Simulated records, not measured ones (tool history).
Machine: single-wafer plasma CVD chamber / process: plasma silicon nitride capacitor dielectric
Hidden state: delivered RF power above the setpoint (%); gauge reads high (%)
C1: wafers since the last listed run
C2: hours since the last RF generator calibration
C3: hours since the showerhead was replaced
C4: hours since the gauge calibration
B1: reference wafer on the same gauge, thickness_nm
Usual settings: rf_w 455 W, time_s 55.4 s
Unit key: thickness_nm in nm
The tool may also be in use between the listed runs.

Run 1, day 0.000: usual settings but time_s 62.7 s; C1 0; C2 806.2; C3 5020.3; C4 185.6; B1 79.834. Result: thickness_nm 80.331 nm.
Run 2, day 1.450: usual settings; C1 597; C2 841.0; C3 5055.1; C4 220.4; B1 79.782. Result: thickness_nm 71.095 nm.
Run 3, day 2.217: usual settings; C1 315; C2 859.4; C3 5073.5; C4 238.8; B1 79.846. Result: thickness_nm 71.035 nm.
Run 4, day 2.758: usual settings; C1 223; C2 872.4; C3 5086.5; C4 251.8; B1 79.856. Result: thickness_nm 71.275 nm.
Run 5, day 4.229: usual settings; C1 606; C2 907.7; C3 5121.8; C4 287.1; B1 79.761. Result: thickness_nm 70.749 nm.
Run 6, day 5.492: usual settings; C1 520; C2 938.0; C3 5152.1; C4 317.4; B1 79.714. Result: thickness_nm 70.640 nm.
Run 7, day 6.496: usual settings; C1 413; C2 962.1; C3 5176.2; C4 341.5; B1 79.766. Result: thickness_nm 70.638 nm.
Run 8, day 7.258: usual settings but rf_w 530 W; C1 314; C2 980.4; C3 5194.5; C4 359.8; B1 79.786. Result: thickness_nm 74.984 nm.
Run 9, day 8.088: usual settings but rf_w 530 W; C1 341; C2 1000.3; C3 5214.4; C4 379.7; B1 79.785. Result: thickness_nm 75.117 nm.
Run 10, day 9.588: usual settings; C1 618; C2 1036.3; C3 5250.4; C4 415.7; B1 79.832. Result: thickness_nm 70.678 nm.
Run 11, day 10.867: usual settings; C1 527; C2 1067.0; C3 5281.1; C4 446.4; B1 79.780. Result: thickness_nm 70.380 nm.
Run 12, day 11.417: usual settings; C1 226; C2 1080.2; C3 5294.3; C4 459.6; B1 79.797. Result: thickness_nm 70.473 nm.
Run 13, day 12.612: usual settings but rf_w 430 W; C1 492; C2 1108.9; C3 5323.0; C4 488.3; B1 79.802. Result: thickness_nm 68.870 nm.
Run 14, day 13.625: usual settings but rf_w 430 W; C1 417; C2 1133.2; C3 5347.3; C4 512.6; B1 79.909. Result: thickness_nm 68.818 nm.
At day 14.429: showerhead replaced.
Run 15, day 14.629: usual settings; C1 276; C2 1157.3; C3 4.8; C4 536.7; B1 79.778. Result: thickness_nm 70.409 nm.
Run 16, day 15.196: usual settings but time_s 61.0 s; C1 233; C2 1170.9; C3 18.4; C4 550.3; B1 79.761. Result: thickness_nm 77.410 nm.
Run 17, day 16.517: usual settings but rf_w 525 W, time_s 44.4 s; C1 544; C2 1202.6; C3 50.1; C4 582.0; B1 79.805. Result: thickness_nm 59.548 nm.
Run 18, day 17.654: usual settings but rf_w 390 W, time_s 44.6 s; C1 468; C2 1229.9; C3 77.4; C4 609.3; B1 79.764. Result: thickness_nm 53.345 nm.
At day 18.412: RF generator calibrated.
Run 19, day 18.571: usual settings but rf_w 535 W, time_s 61.7 s; C1 240; C2 3.8; C3 99.4; C4 631.3; B1 79.799. Result: thickness_nm 86.656 nm.
Run 20, day 19.825: usual settings; C1 516; C2 33.9; C3 129.5; C4 661.4; B1 79.766. Result: thickness_nm 72.994 nm.
Run 21, day 20.371: usual settings but time_s 50.0 s; C1 224; C2 47.0; C3 142.6; C4 674.5; B1 79.785. Result: thickness_nm 66.005 nm.
Run 22, day 21.838: usual settings; C1 604; C2 82.2; C3 177.8; C4 709.7; B1 79.742. Result: thickness_nm 72.780 nm.
At day 22.454: gauge calibrated.
Run 23, day 22.712: usual settings; C1 360; C2 103.2; C3 198.8; C4 6.2; B1 79.857. Result: thickness_nm 72.714 nm.
Run 24, day 23.488: usual settings but rf_w 510 W, time_s 46.1 s; C1 319; C2 121.8; C3 217.4; C4 24.8; B1 79.842. Result: thickness_nm 63.298 nm.
Run 25, day 24.562: usual settings but rf_w 535 W, time_s 61.2 s; C1 442; C2 147.6; C3 243.2; C4 50.6; B1 79.725. Result: thickness_nm 85.939 nm.
Run 26, day 25.992: usual settings but rf_w 540 W; C1 588; C2 181.9; C3 277.5; C4 84.9; B1 79.796. Result: thickness_nm 77.613 nm.
Run 27, day 26.538: usual settings but rf_w 510 W, time_s 60.2 s; C1 224; C2 195.0; C3 290.6; C4 98.0; B1 79.847. Result: thickness_nm 82.696 nm.
Run 28, day 27.721: usual settings but time_s 62.0 s; C1 487; C2 223.4; C3 319.0; C4 126.4; B1 79.820. Result: thickness_nm 80.986 nm.
Run 29, day 28.596: usual settings but rf_w 480 W, time_s 47.5 s; C1 360; C2 244.4; C3 340.0; C4 147.4; B1 79.739. Result: thickness_nm 63.321 nm.

4 options for the next run, each taken on its own from the tool as it stands now. Forecast them:
Run A, day 28.612: usual settings; C1 6; C2 244.8; C3 340.4; C4 147.8; B1 ?. Result: thickness_nm ?.
Run B, day 28.612: usual settings but rf_w 505 W, time_s 61.1 s; C1 6; C2 244.8; C3 340.4; C4 147.8; B1 ?. Result: thickness_nm ?.
Run C, day 28.612: usual settings but rf_w 365 W; C1 6; C2 244.8; C3 340.4; C4 147.8; B1 ?. Result: thickness_nm ?.
Run D, day 28.612: usual settings but rf_w 405 W; C1 6; C2 244.8; C3 340.4; C4 147.8; B1 ?. Result: thickness_nm ?.

run      B1  thickness_nm
  A  79.758        72.426
  B  79.758        83.309
  C  79.758        65.879
  D  79.758        68.969
Take away the tool's hidden state, keep each run's random variation, and the runs would have read:
run  thickness_nm
  A        72.938
  B        83.897
  C        66.344
  D        69.456

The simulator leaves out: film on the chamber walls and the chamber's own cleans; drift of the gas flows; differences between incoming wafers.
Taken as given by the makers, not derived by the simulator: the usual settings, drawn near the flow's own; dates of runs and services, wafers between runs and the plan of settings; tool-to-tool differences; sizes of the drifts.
